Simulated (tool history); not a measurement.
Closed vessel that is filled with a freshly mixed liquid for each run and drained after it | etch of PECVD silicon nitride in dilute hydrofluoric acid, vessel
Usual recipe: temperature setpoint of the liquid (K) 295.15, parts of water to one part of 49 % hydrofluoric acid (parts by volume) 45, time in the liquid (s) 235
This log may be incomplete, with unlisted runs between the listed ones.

run,hour,temperature setpoint of the liquid (K),parts of water to one part of 49 % hydrofluoric acid (parts by volume),time in the liquid (s),wafers since the last listed run,hours since the thermometer was replaced,hours since the hydrofluoric acid flow meter was replaced,hours since the gauge calibration,"read-back film thickness of the PECVD silicon nitride reference wafer, read on the same gauge (nm)",thickness taken off the PECVD silicon nitride on a monitor wafer (nm)
1,0,295.15,35,135,0,1570,394,387.1,60,16.74
2,56.9,295.15,45,235,5832,1626.9,450.9,444,59.97,22.4
3,123.9,295.15,45,235,6868,1693.9,517.9,511,59.99,22.38
4,174.1,295.15,45,235,5145,1744.1,568.1,561.2,60.03,21.83
5,245.4,295.15,40,235,7308,1815.4,639.4,632.5,60.04,24.61
6,305.5,295.15,45,235,6160,1875.5,699.5,692.6,59.97,22.15
7,330,295.15,45,235,2511,1900,724,717.1,60,22.08
8,397.2,295.15,45,235,6888,1967.2,791.2,784.3,60.04,21.79
9,456.2,292.65,45,235,6048,2026.2,850.2,843.3,60.02,18.45
10,489.6,295.15,30,190,3423,2059.6,883.6,876.7,60.02,26.08
# hour 539.4: thermometer replaced
11,541,293.15,50,235,5166,1.6,935,928.1,60.03,17.06
12,576,295.15,45,150,3587,36.6,970,963.1,60,13.84
13,623.5,295.15,45,150,4869,84.1,1017.5,1010.6,59.94,13.84
# hour 677.2: hydrofluoric acid flow meter replaced
14,728.6,295.15,50,235,10671,189.2,51.4,1115.7,59.99,20.57
15,767.1,295.15,45,235,3946,227.7,89.9,1154.2,59.99,23.21
# hour 770.7: gauge calibrated
16,823.6,295.15,30,235,5791,284.2,146.4,52.9,60.04,33.88
17,894.2,291.15,35,315,7237,354.8,217,123.5,60.03,29.56
18,956.1,299.65,45,235,6345,416.7,278.9,185.4,59.96,30.28
19,985.5,295.15,45,235,3013,446.1,308.3,214.8,59.95,22.75
20,1054.7,291.15,60,300,7093,515.3,377.5,284,60.02,16.4
21,1093.8,295.15,45,235,4008,554.4,416.6,323.1,59.99,22.34
22,1161.5,291.15,35,370,6939,622.1,484.3,390.8,59.98,33.87

Run 23 has not been measured yet. What should we expect?
23,1223.5,295.15,45,235,6355,684.1,546.3,452.8,?,?

read-back film thickness of the PECVD silicon nitride reference wafer, read on the same gauge (nm): 60.04
thickness taken off the PECVD silicon nitride on a monitor wafer (nm): 22.04
With no hidden state in the tool, this same run would have given thickness taken off the PECVD silicon nitride on a monitor wafer (nm) 23.04.
